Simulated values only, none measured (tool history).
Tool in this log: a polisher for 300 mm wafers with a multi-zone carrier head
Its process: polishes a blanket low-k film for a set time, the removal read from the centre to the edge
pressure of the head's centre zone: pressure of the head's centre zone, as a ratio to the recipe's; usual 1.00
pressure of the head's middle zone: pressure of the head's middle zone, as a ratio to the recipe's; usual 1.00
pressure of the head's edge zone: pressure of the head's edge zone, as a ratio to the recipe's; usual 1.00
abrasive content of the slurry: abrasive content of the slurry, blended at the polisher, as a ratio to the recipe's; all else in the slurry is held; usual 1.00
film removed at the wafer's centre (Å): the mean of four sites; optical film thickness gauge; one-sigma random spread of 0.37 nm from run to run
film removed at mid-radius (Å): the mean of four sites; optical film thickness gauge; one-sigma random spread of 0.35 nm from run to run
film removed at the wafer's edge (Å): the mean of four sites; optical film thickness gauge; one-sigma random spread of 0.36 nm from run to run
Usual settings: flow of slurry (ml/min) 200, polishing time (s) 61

| run | hour | flow of slurry (ml/min) | pressure of the head's centre zone | pressure of the head's middle zone | pressure of the head's edge zone | abrasive content of the slurry | polishing time (s) | wafers since the last listed run | wafers polished on this pad | hours since the slurry nozzle was cleaned | hours since the centre zone pressure was calibrated | hours since the edge zone pressure was calibrated | hours since the carrier head's membrane was replaced | incoming thickness of the incoming film, nm | film removed at the wafer's centre (Å) | film removed at mid-radius (Å) | film removed at the wafer's edge (Å) |
|---|---|---|---|---|---|---|---|---|---|---|---|---|---|---|---|---|---|
| 1 | 0.0 | 200 | 1.00 | 1.00 | 1.00 | 1.00 | 61 | 0 | 5417 | 299.6 | 727.8 | 146.8 | 518.0 | 375.6 | 273 | 260 | 261 |
|  | 4.2 | centre zone pressure recalibrated |
| 2 | 81.8 | 200 | 1.00 | 1.00 | 1.00 | 1.00 | 61 | 923 | 6340 | 381.4 | 77.6 | 228.6 | 599.8 | 372.3 | 266 | 263 | 257 |
| 3 | 155.4 | 200 | 1.00 | 1.00 | 1.00 | 1.00 | 61 | 852 | 7193 | 455.0 | 151.2 | 302.2 | 673.4 | 383.5 | 269 | 268 | 255 |
|  | 162.3 | carrier head's membrane replaced by a new one |
|  | 255.1 | worn pad replaced by a new one |
|  | 315.1 | slurry nozzle cleaned |
| 4 | 420.5 | 200 | 1.00 | 1.00 | 1.00 | 1.00 | 61 | 2953 | 1903 | 105.4 | 416.3 | 567.3 | 258.2 | 375.7 | 261 | 262 | 259 |
| 5 | 502.1 | 200 | 0.95 | 1.00 | 0.91 | 1.00 | 46 | 944 | 2847 | 187.0 | 497.9 | 648.9 | 339.8 | 383.7 | 199 | 198 | 191 |
|  | 550.1 | edge zone pressure recalibrated |
| 6 | 550.6 | 200 | 1.07 | 0.97 | 1.07 | 0.90 | 61 | 538 | 3386 | 235.5 | 546.4 | 0.5 | 388.3 | 379.6 | 277 | 249 | 249 |
| 7 | 630.8 | 200 | 1.00 | 1.00 | 1.00 | 0.85 | 61 | 928 | 4314 | 315.7 | 626.6 | 80.7 | 468.5 | 382.5 | 246 | 253 | 244 |
|  | 656.6 | centre zone pressure recalibrated |
| 8 | 710.8 | 200 | 0.95 | 1.00 | 0.91 | 1.00 | 46 | 903 | 5217 | 395.7 | 54.2 | 160.7 | 548.5 | 376.7 | 196 | 198 | 190 |
| 9 | 805.9 | 200 | 1.00 | 0.93 | 1.00 | 1.00 | 45 | 1100 | 6318 | 490.8 | 149.3 | 255.8 | 643.6 | 384.0 | 196 | 184 | 195 |
|  | 833.1 | worn pad replaced by a new one |
|  | 982.9 | carrier head's membrane replaced by a new one |
|  | 996.0 | slurry nozzle cleaned |
| 10 | 1048.5 | 220 | 1.00 | 1.00 | 1.00 | 1.00 | 61 | 2692 | 2424 | 52.5 | 391.9 | 498.4 | 65.6 | 379.3 | 272 | 267 | 256 |
| 11 | 1104.6 | 200 | 1.00 | 1.00 | 1.00 | 1.00 | 61 | 649 | 3073 | 108.6 | 448.0 | 554.5 | 121.7 | 382.1 | 266 | 267 | 263 |
|  | 1134.3 | edge zone pressure recalibrated |
| 12 | 1143.8 | 200 | 1.00 | 1.00 | 0.95 | 1.00 | 61 | 430 | 3504 | 147.8 | 487.2 | 9.5 | 160.9 | 375.6 | 266 | 261 | 252 |
| 13 | 1291.1 | 260 | 1.00 | 1.00 | 0.89 | 1.10 | 61 | 1705 | 5209 | 295.1 | 634.5 | 156.8 | 308.2 | 377.3 | 283 | 279 | 264 |
| 14 | 1339.6 | 200 | 1.00 | 1.00 | 1.00 | 0.90 | 61 | 561 | 5771 | 343.6 | 683.0 | 205.3 | 356.7 | 382.9 | 263 | 251 | 249 |
|  | 1389.2 | centre zone pressure recalibrated |
|  | 1392.1 | worn pad replaced by a new one |
| 15 | 1434.3 | 200 | 1.00 | 1.00 | 1.00 | 1.15 | 61 | 1039 | 488 | 438.3 | 45.1 | 300.0 | 451.4 | 382.0 | 278 | 277 | 263 |
| 16 | 1537.0 | 200 | 1.00 | 1.00 | 1.00 | 1.00 | 61 | 1188 | 1677 | 541.0 | 147.8 | 402.7 | 554.1 | 377.9 | 272 | 270 | 261 |
| 17 | 1634.4 | 135 | 1.00 | 1.00 | 1.00 | 0.80 | 61 | 1127 | 2804 | 638.4 | 245.2 | 500.1 | 651.5 | 384.0 | 229 | 232 | 230 |

Estimate the outcome of run 18 from the log above:
| 18 | 1702.8 | 200 | 1.00 | 1.10 | 1.00 | 1.00 | 61 | 791 | 3596 | 706.8 | 313.6 | 568.5 | 719.9 | 384.3 | ? | ? | ? |

film removed at the wafer's centre (Å): 269
film removed at mid-radius (Å): 288
film removed at the wafer's edge (Å): 256
Had the tool carried no hidden state, the very same run would have given film removed at the wafer's centre (Å) 269, film removed at mid-radius (Å) 288, film removed at the wafer's edge (Å) 256.

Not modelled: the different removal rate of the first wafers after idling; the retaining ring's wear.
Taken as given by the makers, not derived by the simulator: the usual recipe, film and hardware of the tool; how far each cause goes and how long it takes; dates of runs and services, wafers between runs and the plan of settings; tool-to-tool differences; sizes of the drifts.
